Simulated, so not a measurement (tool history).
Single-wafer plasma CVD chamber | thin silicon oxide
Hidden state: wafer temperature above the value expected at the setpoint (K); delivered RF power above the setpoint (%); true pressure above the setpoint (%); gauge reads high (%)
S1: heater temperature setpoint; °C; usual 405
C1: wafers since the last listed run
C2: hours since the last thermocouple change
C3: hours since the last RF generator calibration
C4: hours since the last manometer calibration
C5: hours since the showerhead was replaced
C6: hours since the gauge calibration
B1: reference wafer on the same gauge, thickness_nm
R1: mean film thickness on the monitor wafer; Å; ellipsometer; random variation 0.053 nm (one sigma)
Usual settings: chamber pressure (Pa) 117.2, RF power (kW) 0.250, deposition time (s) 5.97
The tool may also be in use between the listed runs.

{"run": 1, "hour": 0.0, "S1": 405, "chamber pressure (Pa)": 117.2, "RF power (kW)": 0.25, "deposition time (s)": 5.03, "C1": 0, "C2": 1629.5, "C3": 1057.2, "C4": 1322.7, "C5": 6686.1, "C6": 655.5, "B1": 9.998, "R1": 92.56}
{"hour": 5.6, "done": "capacitance manometer re-zeroed and calibrated"}
{"run": 2, "hour": 50.4, "S1": 405, "chamber pressure (Pa)": 117.2, "RF power (kW)": 0.25, "deposition time (s)": 5.03, "C1": 1293, "C2": 1679.9, "C3": 1107.6, "C4": 44.8, "C5": 6736.5, "C6": 705.9, "B1": 10.001, "R1": 92.9}
{"hour": 89.0, "done": "RF generator calibrated"}
{"run": 3, "hour": 89.8, "S1": 405, "chamber pressure (Pa)": 117.2, "RF power (kW)": 0.25, "deposition time (s)": 5.03, "C1": 906, "C2": 1719.3, "C3": 0.8, "C4": 84.2, "C5": 6775.9, "C6": 745.3, "B1": 9.993, "R1": 91.98}
{"run": 4, "hour": 147.7, "S1": 405, "chamber pressure (Pa)": 117.2, "RF power (kW)": 0.25, "deposition time (s)": 6.56, "C1": 1670, "C2": 1777.2, "C3": 58.7, "C4": 142.1, "C5": 6833.8, "C6": 803.2, "B1": 9.996, "R1": 120.24}
{"run": 5, "hour": 221.3, "S1": 405, "chamber pressure (Pa)": 117.2, "RF power (kW)": 0.25, "deposition time (s)": 5.97, "C1": 2123, "C2": 1850.8, "C3": 132.3, "C4": 215.7, "C5": 6907.4, "C6": 876.8, "B1": 10.008, "R1": 109.27}
{"run": 6, "hour": 294.4, "S1": 405, "chamber pressure (Pa)": 117.2, "RF power (kW)": 0.23, "deposition time (s)": 5.97, "C1": 2109, "C2": 1923.9, "C3": 205.4, "C4": 288.8, "C5": 6980.5, "C6": 949.9, "B1": 10.01, "R1": 104.56}
{"run": 7, "hour": 385.0, "S1": 405, "chamber pressure (Pa)": 117.2, "RF power (kW)": 0.23, "deposition time (s)": 5.97, "C1": 2614, "C2": 2014.5, "C3": 296.0, "C4": 379.4, "C5": 7071.1, "C6": 1040.5, "B1": 10.001, "R1": 104.12}
{"run": 8, "hour": 435.2, "S1": 405, "chamber pressure (Pa)": 117.2, "RF power (kW)": 0.25, "deposition time (s)": 5.97, "C1": 1448, "C2": 2064.7, "C3": 346.2, "C4": 429.6, "C5": 7121.3, "C6": 1090.7, "B1": 10.002, "R1": 108.58}
{"run": 9, "hour": 499.6, "S1": 405, "chamber pressure (Pa)": 117.2, "RF power (kW)": 0.25, "deposition time (s)": 5.97, "C1": 1858, "C2": 2129.1, "C3": 410.6, "C4": 494.0, "C5": 7185.7, "C6": 1155.1, "B1": 10.021, "R1": 109.39}
{"run": 10, "hour": 562.0, "S1": 405, "chamber pressure (Pa)": 117.2, "RF power (kW)": 0.25, "deposition time (s)": 5.97, "C1": 1800, "C2": 2191.5, "C3": 473.0, "C4": 556.4, "C5": 7248.1, "C6": 1217.5, "B1": 10.0, "R1": 110.1}
{"run": 11, "hour": 655.3, "S1": 405, "chamber pressure (Pa)": 117.2, "RF power (kW)": 0.25, "deposition time (s)": 6.44, "C1": 2692, "C2": 2284.8, "C3": 566.3, "C4": 649.7, "C5": 7341.4, "C6": 1310.8, "B1": 9.983, "R1": 117.81}
{"hour": 775.5, "done": "showerhead replaced"}
{"hour": 788.5, "done": "gauge calibrated"}
{"run": 12, "hour": 813.4, "S1": 393, "chamber pressure (Pa)": 117.2, "RF power (kW)": 0.25, "deposition time (s)": 5.54, "C1": 4330, "C2": 2442.9, "C3": 724.4, "C4": 807.8, "C5": 37.9, "C6": 24.9, "B1": 9.993, "R1": 101.79}
{"run": 13, "hour": 885.0, "S1": 405, "chamber pressure (Pa)": 117.2, "RF power (kW)": 0.25, "deposition time (s)": 5.97, "C1": 2065, "C2": 2514.5, "C3": 796.0, "C4": 879.4, "C5": 109.5, "C6": 96.5, "B1": 10.003, "R1": 108.59}
{"run": 14, "hour": 1104.0, "S1": 405, "chamber pressure (Pa)": 117.2, "RF power (kW)": 0.25, "deposition time (s)": 4.82, "C1": 6319, "C2": 2733.5, "C3": 1015.0, "C4": 1098.4, "C5": 328.5, "C6": 315.5, "B1": 9.98, "R1": 88.34}
{"run": 15, "hour": 1145.0, "S1": 405, "chamber pressure (Pa)": 117.2, "RF power (kW)": 0.25, "deposition time (s)": 5.97, "C1": 1183, "C2": 2774.5, "C3": 1056.0, "C4": 1139.4, "C5": 369.5, "C6": 356.5, "B1": 10.001, "R1": 109.05}
{"hour": 1270.0, "done": "capacitance manometer re-zeroed and calibrated"}
{"hour": 1307.2, "done": "thermocouple changed; heater temperature recalibrated"}
{"run": 16, "hour": 1321.3, "S1": 393, "chamber pressure (Pa)": 117.2, "RF power (kW)": 0.25, "deposition time (s)": 5.54, "C1": 4625, "C2": 14.1, "C3": 1232.3, "C4": 51.3, "C5": 545.8, "C6": 532.8, "B1": 10.009, "R1": 102.44}
{"hour": 1396.5, "done": "RF generator calibrated"}
{"run": 17, "hour": 1397.0, "S1": 405, "chamber pressure (Pa)": 126.0, "RF power (kW)": 0.225, "deposition time (s)": 6.71, "C1": 1953, "C2": 89.8, "C3": 0.5, "C4": 127.0, "C5": 621.5, "C6": 608.5, "B1": 10.001, "R1": 120.27}
{"run": 18, "hour": 1443.2, "S1": 405, "chamber pressure (Pa)": 117.2, "RF power (kW)": 0.205, "deposition time (s)": 5.97, "C1": 1333, "C2": 136.0, "C3": 46.7, "C4": 173.2, "C5": 667.7, "C6": 654.7, "B1": 9.997, "R1": 96.76}
{"run": 19, "hour": 1497.1, "S1": 405, "chamber pressure (Pa)": 128.9, "RF power (kW)": 0.25, "deposition time (s)": 6.79, "C1": 1555, "C2": 189.9, "C3": 100.6, "C4": 227.1, "C5": 721.6, "C6": 708.6, "B1": 10.027, "R1": 132.17}
{"run": 20, "hour": 1557.4, "S1": 418, "chamber pressure (Pa)": 102.5, "RF power (kW)": 0.275, "deposition time (s)": 5.59, "C1": 1739, "C2": 250.2, "C3": 160.9, "C4": 287.4, "C5": 781.9, "C6": 768.9, "B1": 10.014, "R1": 97.43}
{"run": 21, "hour": 1651.4, "S1": 405, "chamber pressure (Pa)": 117.2, "RF power (kW)": 0.25, "deposition time (s)": 5.97, "C1": 2712, "C2": 344.2, "C3": 254.9, "C4": 381.4, "C5": 875.9, "C6": 862.9, "B1": 10.002, "R1": 109.17}
{"run": 22, "hour": 1726.3, "S1": 405, "chamber pressure (Pa)": 117.2, "RF power (kW)": 0.25, "deposition time (s)": 5.97, "C1": 2161, "C2": 419.1, "C3": 329.8, "C4": 456.3, "C5": 950.8, "C6": 937.8, "B1": 9.999, "R1": 109.37}
{"run": 23, "hour": 1828.4, "S1": 405, "chamber pressure (Pa)": 132.0, "RF power (kW)": 0.25, "deposition time (s)": 5.97, "C1": 2945, "C2": 521.2, "C3": 431.9, "C4": 558.4, "C5": 1052.9, "C6": 1039.9, "B1": 10.013, "R1": 118.37}

4 ways to go on from here, each from the tool as it stands after run 23. What would each give?
{"run": "A", "hour": 1828.8, "S1": 405, "chamber pressure (Pa)": 117.2, "RF power (kW)": 0.28, "deposition time (s)": 5.97, "C1": 11, "C2": 521.6, "C3": 432.3, "C4": 558.8, "C5": 1053.3, "C6": 1040.3, "B1": "?", "R1": "?"}
{"run": "B", "hour": 1828.8, "S1": 413, "chamber pressure (Pa)": 117.2, "RF power (kW)": 0.295, "deposition time (s)": 5.14, "C1": 11, "C2": 521.6, "C3": 432.3, "C4": 558.8, "C5": 1053.3, "C6": 1040.3, "B1": "?", "R1": "?"}
{"run": "C", "hour": 1828.8, "S1": 405, "chamber pressure (Pa)": 117.2, "RF power (kW)": 0.25, "deposition time (s)": 7.02, "C1": 11, "C2": 521.6, "C3": 432.3, "C4": 558.8, "C5": 1053.3, "C6": 1040.3, "B1": "?", "R1": "?"}
{"run": "D", "hour": 1828.8, "S1": 405, "chamber pressure (Pa)": 140.4, "RF power (kW)": 0.29, "deposition time (s)": 5.97, "C1": 11, "C2": 521.6, "C3": 432.3, "C4": 558.8, "C5": 1053.3, "C6": 1040.3, "B1": "?", "R1": "?"}

run=A B1=10.015 R1=116.24
run=B B1=10.015 R1=102.29
run=C B1=10.015 R1=128.49
run=D B1=10.015 R1=132.57
Without the tool's hidden state the same runs would have given:
run=A R1=116.24
run=B R1=102.29
run=C R1=128.49
run=D R1=132.57

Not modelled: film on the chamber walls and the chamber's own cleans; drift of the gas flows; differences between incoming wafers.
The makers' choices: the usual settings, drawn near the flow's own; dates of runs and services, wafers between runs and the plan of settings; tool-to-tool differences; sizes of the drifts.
